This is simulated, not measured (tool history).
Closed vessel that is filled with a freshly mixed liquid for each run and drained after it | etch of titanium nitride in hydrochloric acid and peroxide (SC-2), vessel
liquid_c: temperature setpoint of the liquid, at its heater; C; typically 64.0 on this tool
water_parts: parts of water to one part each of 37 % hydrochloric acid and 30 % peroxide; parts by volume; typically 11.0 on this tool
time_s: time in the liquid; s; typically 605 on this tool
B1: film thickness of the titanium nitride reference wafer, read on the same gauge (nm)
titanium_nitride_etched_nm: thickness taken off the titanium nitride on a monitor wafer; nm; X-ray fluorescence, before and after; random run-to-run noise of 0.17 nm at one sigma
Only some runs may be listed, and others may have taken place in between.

run 1 hour=0.0 | liquid_c=64.0 water_parts=6.5 time_s=605 | B1=59.19 | titanium_nitride_etched_nm=44.54
run 2 hour=15.3 | liquid_c=64.0 water_parts=6.5 time_s=605 | B1=59.15 | titanium_nitride_etched_nm=44.27
run 3 hour=42.2 | liquid_c=64.0 water_parts=8.5 time_s=605 | B1=59.08 | titanium_nitride_etched_nm=35.74
run 4 hour=56.3 | liquid_c=64.0 water_parts=8.5 time_s=605 | B1=59.04 | titanium_nitride_etched_nm=35.91
run 5 hour=88.1 | liquid_c=64.0 water_parts=8.5 time_s=605 | B1=58.97 | titanium_nitride_etched_nm=35.56
run 6 hour=110.5 | liquid_c=64.0 water_parts=11.0 time_s=605 | B1=58.92 | titanium_nitride_etched_nm=28.71
run 7 hour=134.1 | liquid_c=64.0 water_parts=11.0 time_s=605 | B1=58.88 | titanium_nitride_etched_nm=29.19
-- hour=169.8 new drum of peroxide connected
run 8 hour=170.3 | liquid_c=64.0 water_parts=11.0 time_s=605 | B1=58.79 | titanium_nitride_etched_nm=28.89
run 9 hour=191.6 | liquid_c=64.0 water_parts=11.0 time_s=605 | B1=58.75 | titanium_nitride_etched_nm=29.01
-- hour=195.5 gauge calibrated
run 10 hour=205.9 | liquid_c=64.0 water_parts=11.0 time_s=605 | B1=59.94 | titanium_nitride_etched_nm=29.48
run 11 hour=238.2 | liquid_c=64.0 water_parts=11.0 time_s=605 | B1=59.88 | titanium_nitride_etched_nm=29.31
run 12 hour=262.7 | liquid_c=64.0 water_parts=11.0 time_s=605 | B1=59.84 | titanium_nitride_etched_nm=29.00
run 13 hour=282.8 | liquid_c=64.0 water_parts=11.0 time_s=605 | B1=59.76 | titanium_nitride_etched_nm=29.28
-- hour=298.8 chemicals flow meter replaced
run 14 hour=304.3 | liquid_c=64.0 water_parts=11.0 time_s=880 | B1=59.73 | titanium_nitride_etched_nm=42.93
-- hour=330.2 thermometer replaced
run 15 hour=335.1 | liquid_c=64.0 water_parts=11.0 time_s=605 | B1=59.64 | titanium_nitride_etched_nm=29.60
run 16 hour=350.7 | liquid_c=71.0 water_parts=14.5 time_s=835 | B1=59.60 | titanium_nitride_etched_nm=48.16
run 17 hour=380.5 | liquid_c=71.5 water_parts=6.5 time_s=750 | B1=59.52 | titanium_nitride_etched_nm=86.50
run 18 hour=394.0 | liquid_c=70.0 water_parts=15.0 time_s=395 | B1=59.48 | titanium_nitride_etched_nm=20.73
run 19 hour=416.3 | liquid_c=54.0 water_parts=13.5 time_s=380 | B1=59.44 | titanium_nitride_etched_nm=8.13
run 20 hour=449.1 | liquid_c=59.5 water_parts=8.5 time_s=605 | B1=59.39 | titanium_nitride_etched_nm=27.08
run 21 hour=462.3 | liquid_c=64.0 water_parts=11.0 time_s=605 | B1=59.35 | titanium_nitride_etched_nm=28.97
run 22 hour=483.8 | liquid_c=56.0 water_parts=14.0 time_s=605 | B1=59.28 | titanium_nitride_etched_nm=14.13

Branching from run 22: 5 alternative next runs. What would each branch give?
run A hour=484.6 | liquid_c=64.0 water_parts=11.0 time_s=605 | B1=? | titanium_nitride_etched_nm=?
run B hour=484.6 | liquid_c=55.5 water_parts=11.0 time_s=710 | B1=? | titanium_nitride_etched_nm=?
run C hour=484.6 | liquid_c=69.0 water_parts=13.5 time_s=720 | B1=? | titanium_nitride_etched_nm=?
run D hour=484.6 | liquid_c=64.0 water_parts=8.0 time_s=605 | B1=? | titanium_nitride_etched_nm=?
run E hour=484.6 | liquid_c=55.0 water_parts=11.0 time_s=490 | B1=? | titanium_nitride_etched_nm=?

run=A B1=59.27 titanium_nitride_etched_nm=28.59
run=B B1=59.27 titanium_nitride_etched_nm=19.67
run=C B1=59.27 titanium_nitride_etched_nm=38.59
run=D B1=59.27 titanium_nitride_etched_nm=37.16
run=E B1=59.27 titanium_nitride_etched_nm=13.14
Without the tool's unlogged condition, the same runs would have read:
run=A titanium_nitride_etched_nm=28.93
run=B titanium_nitride_etched_nm=19.90
run=C titanium_nitride_etched_nm=39.05
run=D titanium_nitride_etched_nm=37.61
run=E titanium_nitride_etched_nm=13.30
